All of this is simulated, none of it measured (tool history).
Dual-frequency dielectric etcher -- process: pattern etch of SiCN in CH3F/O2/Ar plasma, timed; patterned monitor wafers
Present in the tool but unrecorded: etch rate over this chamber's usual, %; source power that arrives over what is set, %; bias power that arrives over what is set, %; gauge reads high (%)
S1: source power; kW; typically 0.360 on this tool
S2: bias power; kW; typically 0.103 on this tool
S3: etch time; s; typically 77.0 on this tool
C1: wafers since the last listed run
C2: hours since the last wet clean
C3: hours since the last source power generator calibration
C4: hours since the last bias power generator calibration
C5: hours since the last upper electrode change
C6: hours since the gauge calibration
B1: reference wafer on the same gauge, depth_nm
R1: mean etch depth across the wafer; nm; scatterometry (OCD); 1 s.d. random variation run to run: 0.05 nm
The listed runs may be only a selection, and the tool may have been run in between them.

run,hour,S1,S2,S3,C1,C2,C3,C4,C5,C6,B1,R1
1,0.0,0.360,0.103,88.5,0,283.2,2725.8,3056.7,2557.9,48.1,31.41,37.58
2,14.5,0.360,0.117,77.0,134,297.7,2740.3,3071.2,2572.4,62.6,31.39,34.45
3,24.4,0.360,0.117,77.0,91,307.6,2750.2,3081.1,2582.3,72.5,31.40,34.36
4,38.8,0.360,0.117,77.0,133,322.0,2764.6,3095.5,2596.7,86.9,31.41,34.40
5,54.6,0.360,0.103,87.5,146,337.8,2780.4,3111.3,2612.5,102.7,31.38,37.04
# hour 80.3: upper electrode replaced
6,80.8,0.360,0.093,94.0,20,364.0,2806.6,3137.5,0.5,128.9,31.40,38.28
7,85.5,0.360,0.103,77.0,43,368.7,2811.3,3142.2,5.2,133.6,31.39,32.65
# hour 109.9: wet clean of the chamber
# hour 111.2: bias power generator calibrated
8,111.7,0.360,0.103,77.0,8,1.8,2837.5,0.5,31.4,159.8,31.39,33.00
9,112.1,0.420,0.103,70.0,3,2.2,2837.9,0.9,31.8,160.2,31.41,31.41
# hour 116.4: source power generator calibrated
10,116.9,0.430,0.094,87.0,7,7.0,0.5,5.7,36.6,165.0,31.40,37.96
# hour 128.6: gauge calibrated
11,130.4,0.290,0.081,99.5,124,20.5,14.0,19.2,50.1,1.8,31.40,36.55
12,139.7,0.300,0.092,95.0,85,29.8,23.3,28.5,59.4,11.1,31.39,36.99
13,145.7,0.360,0.103,77.0,55,35.8,29.3,34.5,65.4,17.1,31.39,33.05
14,154.7,0.280,0.120,64.5,83,44.8,38.3,43.5,74.4,26.1,31.40,27.50
15,165.3,0.360,0.092,77.0,97,55.4,48.9,54.1,85.0,36.7,31.40,31.51
16,174.7,0.390,0.086,77.0,86,64.8,58.3,63.5,94.4,46.1,31.39,31.33

Here are 5 independent what-if runs from the current tool condition. What would each one return?
A,175.1,0.360,0.103,77.0,3,65.2,58.7,63.9,94.8,46.5,?,?
B,175.1,0.380,0.085,77.0,3,65.2,58.7,63.9,94.8,46.5,?,?
C,175.1,0.400,0.121,67.5,3,65.2,58.7,63.9,94.8,46.5,?,?
D,175.1,0.360,0.103,91.0,3,65.2,58.7,63.9,94.8,46.5,?,?
E,175.1,0.340,0.124,98.5,3,65.2,58.7,63.9,94.8,46.5,?,?

run,B1,R1
A,31.40,32.86
B,31.40,30.94
C,31.40,31.68
D,31.40,38.83
E,31.40,44.58
What these runs would have given with no unlogged condition in the tool:
run,R1
A,33.02
B,31.09
C,31.84
D,39.02
E,44.80
